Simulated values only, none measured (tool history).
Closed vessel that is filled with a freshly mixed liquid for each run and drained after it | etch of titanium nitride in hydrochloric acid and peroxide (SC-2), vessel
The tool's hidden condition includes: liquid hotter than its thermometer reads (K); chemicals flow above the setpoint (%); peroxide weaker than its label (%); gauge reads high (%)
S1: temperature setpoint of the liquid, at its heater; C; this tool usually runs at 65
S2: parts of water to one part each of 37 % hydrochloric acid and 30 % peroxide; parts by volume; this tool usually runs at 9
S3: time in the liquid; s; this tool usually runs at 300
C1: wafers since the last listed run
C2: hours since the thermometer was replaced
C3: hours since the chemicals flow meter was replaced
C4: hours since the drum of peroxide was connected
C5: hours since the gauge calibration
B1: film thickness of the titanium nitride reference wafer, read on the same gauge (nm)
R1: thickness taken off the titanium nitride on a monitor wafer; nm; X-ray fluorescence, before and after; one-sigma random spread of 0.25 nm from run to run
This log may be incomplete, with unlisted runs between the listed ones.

| run | hour | S1 | S2 | S3 | C1 | C2 | C3 | C4 | C5 | B1 | R1 |
|---|---|---|---|---|---|---|---|---|---|---|---|
| 1 | 0 | 65 | 9 | 235 | 0 | 972.6 | 705.6 | 203.9 | 826.5 | 140.01 | 31.22 |
| 2 | 33.7 | 65 | 9 | 235 | 2691 | 1006.3 | 739.3 | 237.6 | 860.2 | 139.99 | 30.81 |
| 3 | 67.5 | 65 | 9 | 300 | 2699 | 1040.1 | 773.1 | 271.4 | 894 | 140.02 | 40.3 |
| 4 | 85.5 | 65 | 9 | 300 | 1437 | 1058.1 | 791.1 | 289.4 | 912 | 140 | 39.84 |
| 5 | 105.4 | 65 | 9 | 300 | 1589 | 1078 | 811 | 309.3 | 931.9 | 140.03 | 39.7 |
|  | 127.8 | new drum of peroxide connected |
| 6 | 200 | 65 | 8 | 300 | 7476 | 1172.6 | 905.6 | 72.2 | 1026.5 | 140 | 44.22 |
| 7 | 215.9 | 65 | 8 | 300 | 1269 | 1188.5 | 921.5 | 88.1 | 1042.4 | 140.01 | 44.58 |
| 8 | 244.2 | 65 | 9 | 300 | 2260 | 1216.8 | 949.8 | 116.4 | 1070.7 | 140.02 | 40.95 |
| 9 | 259.1 | 71 | 9 | 300 | 1190 | 1231.7 | 964.7 | 131.3 | 1085.6 | 139.95 | 58.2 |
| 10 | 280.9 | 71 | 9 | 300 | 1741 | 1253.5 | 986.5 | 153.1 | 1107.4 | 140.03 | 59.32 |
|  | 281.1 | gauge calibrated |
| 11 | 310.8 | 65 | 9 | 425 | 2388 | 1283.4 | 1016.4 | 183 | 29.7 | 140 | 58.55 |
| 12 | 343.6 | 65 | 9 | 300 | 2619 | 1316.2 | 1049.2 | 215.8 | 62.5 | 140.03 | 41.9 |
| 13 | 357.3 | 65 | 9 | 130 | 1094 | 1329.9 | 1062.9 | 229.5 | 76.2 | 139.97 | 18.02 |
| 14 | 371 | 57.5 | 9 | 390 | 1094 | 1343.6 | 1076.6 | 243.2 | 89.9 | 140.03 | 34.01 |
| 15 | 389.9 | 55.5 | 6.5 | 240 | 1509 | 1362.5 | 1095.5 | 262.1 | 108.8 | 140.01 | 23.93 |
|  | 420.4 | chemicals flow meter replaced |
| 16 | 421 | 58.5 | 12 | 300 | 2404 | 1393.6 | 0.6 | 293.2 | 139.9 | 139.97 | 20.31 |
| 17 | 433.1 | 65 | 9 | 300 | 966 | 1405.7 | 12.7 | 305.3 | 152 | 140.04 | 38.14 |
|  | 444.6 | new drum of peroxide connected |
| 18 | 460.3 | 71 | 11.5 | 220 | 2092 | 1432.9 | 39.9 | 15.7 | 179.2 | 139.97 | 32.32 |
| 19 | 475.3 | 60.5 | 11 | 250 | 1198 | 1447.9 | 54.9 | 30.7 | 194.2 | 139.96 | 20.82 |
| 20 | 495.6 | 61.5 | 13.5 | 410 | 1621 | 1468.2 | 75.2 | 51 | 214.5 | 140 | 30.21 |
| 21 | 519.1 | 69 | 6 | 300 | 1877 | 1491.7 | 98.7 | 74.5 | 238 | 139.97 | 68.21 |
| 22 | 546.2 | 65 | 9 | 345 | 2164 | 1518.8 | 125.8 | 101.6 | 265.1 | 139.99 | 44.52 |
| 23 | 562.7 | 65 | 9 | 300 | 1317 | 1535.3 | 142.3 | 118.1 | 281.6 | 140 | 38.75 |
| 24 | 588.6 | 62 | 6.5 | 435 | 2068 | 1561.2 | 168.2 | 144 | 307.5 | 140.04 | 61.44 |
|  | 595.2 | thermometer replaced |
| 25 | 610.7 | 65 | 6 | 135 | 1685 | 15.5 | 190.3 | 166.1 | 329.6 | 139.98 | 21.8 |
| 26 | 637 | 65 | 9 | 300 | 2100 | 41.8 | 216.6 | 192.4 | 355.9 | 140 | 35.79 |
| 27 | 657 | 65 | 9 | 200 | 1597 | 61.8 | 236.6 | 212.4 | 375.9 | 139.99 | 24.15 |
| 28 | 685.9 | 65 | 12 | 300 | 2308 | 90.7 | 265.5 | 241.3 | 404.8 | 140 | 28.68 |
| 29 | 704.9 | 55.5 | 10 | 160 | 1517 | 109.7 | 284.5 | 260.3 | 423.8 | 139.99 | 9.58 |

For run 30, what comes out?
|  | 786 | new drum of peroxide connected |
| 30 | 812.5 | 69 | 11 | 365 | 8514 | 217.3 | 392.1 | 26.5 | 531.4 | ? | ? |

Run 30 produced B1 139.99, R1 47.87 nm.
Minus the tool's unlogged condition, the same run would have read R1 44.17 nm.
